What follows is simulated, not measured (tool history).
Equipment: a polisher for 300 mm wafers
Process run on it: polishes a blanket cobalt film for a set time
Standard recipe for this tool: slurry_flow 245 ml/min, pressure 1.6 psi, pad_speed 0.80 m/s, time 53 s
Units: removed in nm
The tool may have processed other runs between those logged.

run,day,slurry_flow,pressure,pad_speed,time,wafers since the last listed run,wafers polished on this pad,hours since the slurry nozzle was cleaned,hours since the head pressure was calibrated,"incoming thickness of the incoming film, nm",removed
1,0.000,245,1.6,0.80,53,0,2246,228.9,190.2,648.3,181.2
2,1.917,245,1.6,0.80,53,589,2836,274.9,236.2,658.0,175.7
3,4.504,245,1.6,0.80,53,795,3631,337.0,298.3,648.0,176.2
# day 5.271: worn pad replaced by a new one
# day 6.000: slurry nozzle cleaned
4,9.662,245,1.6,0.80,53,1521,1337,87.9,422.1,659.8,179.0
5,11.129,245,1.6,0.80,53,450,1788,123.1,457.3,667.4,176.5
6,13.292,245,1.6,0.80,49,664,2453,175.0,509.2,662.7,161.5
7,16.288,245,1.6,0.80,49,920,3374,246.9,581.1,648.0,164.0
8,18.033,245,1.6,0.80,53,536,3911,288.8,623.0,667.3,170.7
# day 19.092: worn pad replaced by a new one
9,20.396,245,1.6,0.80,53,675,400,345.5,679.7,658.9,176.9
# day 21.658: slurry nozzle cleaned
10,23.204,245,1.6,0.80,53,850,1251,37.1,747.1,654.9,176.2
11,25.433,245,1.6,0.80,44,685,1936,90.6,800.6,671.2,141.9
12,26.875,245,1.6,0.80,44,443,2379,125.2,835.2,649.8,142.4
13,27.917,245,1.6,0.80,44,320,2700,150.2,860.2,656.3,142.8
14,30.421,245,1.6,0.80,53,769,3469,210.3,920.3,650.2,172.3
15,32.533,245,1.6,0.80,53,649,4119,261.0,971.0,654.5,171.1
# day 32.971: worn pad replaced by a new one
16,34.438,245,1.6,0.80,60,534,451,306.7,1016.7,657.8,200.9
# day 35.788: head pressure recalibrated
17,36.875,245,1.6,0.80,72,723,1174,365.2,26.1,661.1,250.0
# day 37.192: slurry nozzle cleaned
18,39.750,245,1.6,0.58,53,870,2045,61.4,95.1,663.4,131.7
19,42.158,305,1.1,0.80,62,740,2786,119.2,152.9,653.6,169.5
20,43.675,180,1.2,1.02,46,466,3252,155.6,189.3,671.2,159.6
21,44.975,180,1.3,1.00,70,399,3652,186.8,220.5,653.0,248.8
# day 45.192: worn pad replaced by a new one
22,47.171,275,1.3,1.02,66,623,608,239.5,273.2,666.1,257.0
23,49.046,290,2.1,1.06,72,576,1185,284.5,318.2,648.0,383.9
24,50.654,245,1.3,0.94,53,494,1679,323.1,356.8,656.8,180.8
25,53.288,245,1.6,0.80,53,809,2489,386.3,420.0,659.5,173.0
# day 53.962: slurry nozzle cleaned
26,54.500,245,1.6,0.80,53,359,2849,12.9,449.1,656.4,171.1
# day 60.108: worn pad replaced by a new one
27,61.375,245,1.6,0.68,53,2062,389,177.9,614.1,650.2,152.0
28,62.500,165,1.6,0.94,53,345,735,204.9,641.1,664.1,197.5
29,63.675,245,1.6,0.80,49,361,1096,233.1,669.3,658.8,163.4
30,65.567,245,1.6,0.80,53,581,1677,278.5,714.7,655.4,175.7

Alternative continuations, all from the tool just after run 30; predict every row:
A,65.583,245,1.6,0.80,53,5,1682,278.9,715.1,664.6,?
B,65.583,270,1.6,0.66,43,5,1682,278.9,715.1,664.6,?
C,65.583,245,1.6,0.80,66,5,1682,278.9,715.1,664.6,?

run,removed
A,174.6
B,117.9
C,217.5
Without the tool's hidden state the same runs would have given:
run,removed
A,194.7
B,131.4
C,242.4
